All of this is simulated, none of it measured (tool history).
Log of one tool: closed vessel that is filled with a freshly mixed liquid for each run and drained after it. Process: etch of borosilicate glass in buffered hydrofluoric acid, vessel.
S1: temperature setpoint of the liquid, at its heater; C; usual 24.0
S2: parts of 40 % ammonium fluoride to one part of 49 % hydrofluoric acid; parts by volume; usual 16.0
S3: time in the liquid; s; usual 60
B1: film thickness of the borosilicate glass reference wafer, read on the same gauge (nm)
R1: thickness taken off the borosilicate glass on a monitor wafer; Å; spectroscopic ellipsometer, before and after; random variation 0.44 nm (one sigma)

{"run": 1, "hour": 0.0, "S1": 24.0, "S2": 16.0, "S3": 60, "B1": 89.97, "R1": 579.1}
{"run": 2, "hour": 14.5, "S1": 24.0, "S2": 16.0, "S3": 60, "B1": 90.02, "R1": 572.9}
{"run": 3, "hour": 21.8, "S1": 24.0, "S2": 16.0, "S3": 60, "B1": 89.99, "R1": 580.5}
{"run": 4, "hour": 38.8, "S1": 24.0, "S2": 16.0, "S3": 60, "B1": 89.97, "R1": 582.5}
{"run": 5, "hour": 48.4, "S1": 24.0, "S2": 16.0, "S3": 60, "B1": 90.0, "R1": 582.3}
{"run": 6, "hour": 54.5, "S1": 21.5, "S2": 16.0, "S3": 60, "B1": 90.05, "R1": 509.0}
{"run": 7, "hour": 62.6, "S1": 28.0, "S2": 16.0, "S3": 60, "B1": 89.98, "R1": 729.5}
{"run": 8, "hour": 78.1, "S1": 28.0, "S2": 16.0, "S3": 60, "B1": 90.02, "R1": 726.8}
{"run": 9, "hour": 87.1, "S1": 28.0, "S2": 16.0, "S3": 60, "B1": 89.99, "R1": 736.9}
{"run": 10, "hour": 113.1, "S1": 24.0, "S2": 16.0, "S3": 60, "B1": 89.98, "R1": 597.6}
{"hour": 113.8, "done": "gauge calibrated"}
{"run": 11, "hour": 126.4, "S1": 24.0, "S2": 16.0, "S3": 60, "B1": 90.0, "R1": 594.8}
{"hour": 138.0, "done": "hydrofluoric acid flow meter replaced"}
{"run": 12, "hour": 177.5, "S1": 27.5, "S2": 16.0, "S3": 60, "B1": 90.03, "R1": 708.5}
{"run": 13, "hour": 191.7, "S1": 22.0, "S2": 12.5, "S3": 35, "B1": 90.0, "R1": 397.1}
{"run": 14, "hour": 203.3, "S1": 24.0, "S2": 22.5, "S3": 60, "B1": 90.01, "R1": 442.5}
{"run": 15, "hour": 218.2, "S1": 28.5, "S2": 16.0, "S3": 30, "B1": 90.01, "R1": 383.5}
{"run": 16, "hour": 229.6, "S1": 24.0, "S2": 16.0, "S3": 60, "B1": 90.05, "R1": 589.1}
{"run": 17, "hour": 238.9, "S1": 20.0, "S2": 16.0, "S3": 85, "B1": 89.99, "R1": 696.8}
{"hour": 243.3, "done": "thermometer replaced"}
{"run": 18, "hour": 255.9, "S1": 24.0, "S2": 16.0, "S3": 60, "B1": 90.03, "R1": 550.4}
{"run": 19, "hour": 270.7, "S1": 28.5, "S2": 16.0, "S3": 30, "B1": 90.03, "R1": 354.8}
{"run": 20, "hour": 277.2, "S1": 24.0, "S2": 16.0, "S3": 60, "B1": 90.0, "R1": 558.0}
{"run": 21, "hour": 288.0, "S1": 24.0, "S2": 18.0, "S3": 60, "B1": 89.98, "R1": 490.7}
{"run": 22, "hour": 298.7, "S1": 24.0, "S2": 16.0, "S3": 60, "B1": 90.01, "R1": 559.6}
{"run": 23, "hour": 310.3, "S1": 21.5, "S2": 20.0, "S3": 75, "B1": 90.01, "R1": 486.5}
{"run": 24, "hour": 348.6, "S1": 22.5, "S2": 10.0, "S3": 40, "B1": 90.01, "R1": 549.2}
{"run": 25, "hour": 365.1, "S1": 19.5, "S2": 16.0, "S3": 50, "B1": 90.06, "R1": 367.5}
{"run": 26, "hour": 374.4, "S1": 22.0, "S2": 18.0, "S3": 60, "B1": 90.02, "R1": 451.7}
{"run": 27, "hour": 391.9, "S1": 22.5, "S2": 11.5, "S3": 60, "B1": 89.98, "R1": 732.1}
{"run": 28, "hour": 403.8, "S1": 24.0, "S2": 12.0, "S3": 45, "B1": 89.97, "R1": 564.5}
{"run": 29, "hour": 421.1, "S1": 24.0, "S2": 16.0, "S3": 60, "B1": 90.0, "R1": 571.9}
{"run": 30, "hour": 431.8, "S1": 24.0, "S2": 16.0, "S3": 60, "B1": 90.0, "R1": 567.4}
{"run": 31, "hour": 443.7, "S1": 24.0, "S2": 19.0, "S3": 60, "B1": 90.01, "R1": 482.8}
{"run": 32, "hour": 459.2, "S1": 22.5, "S2": 16.0, "S3": 60, "B1": 90.02, "R1": 521.7}

Forecast each of these 5 alternatives for the next run:
{"run": "A", "hour": 459.9, "S1": 24.0, "S2": 17.5, "S3": 60, "B1": "?", "R1": "?"}
{"run": "B", "hour": 459.9, "S1": 27.5, "S2": 16.0, "S3": 70, "B1": "?", "R1": "?"}
{"run": "C", "hour": 459.9, "S1": 27.0, "S2": 21.0, "S3": 40, "B1": "?", "R1": "?"}
{"run": "D", "hour": 459.9, "S1": 24.0, "S2": 10.5, "S3": 60, "B1": "?", "R1": "?"}
{"run": "E", "hour": 459.9, "S1": 21.0, "S2": 12.5, "S3": 60, "B1": "?", "R1": "?"}

run=A B1=90.00 R1=520.9
run=B B1=90.00 R1=799.2
run=C B1=90.00 R1=345.0
run=D B1=90.00 R1=863.0
run=E B1=90.00 R1=618.4
Without the tool's hidden state the same runs would have given:
run=A R1=495.6
run=B R1=761.1
run=C R1=328.4
run=D R1=821.3
run=E R1=587.9
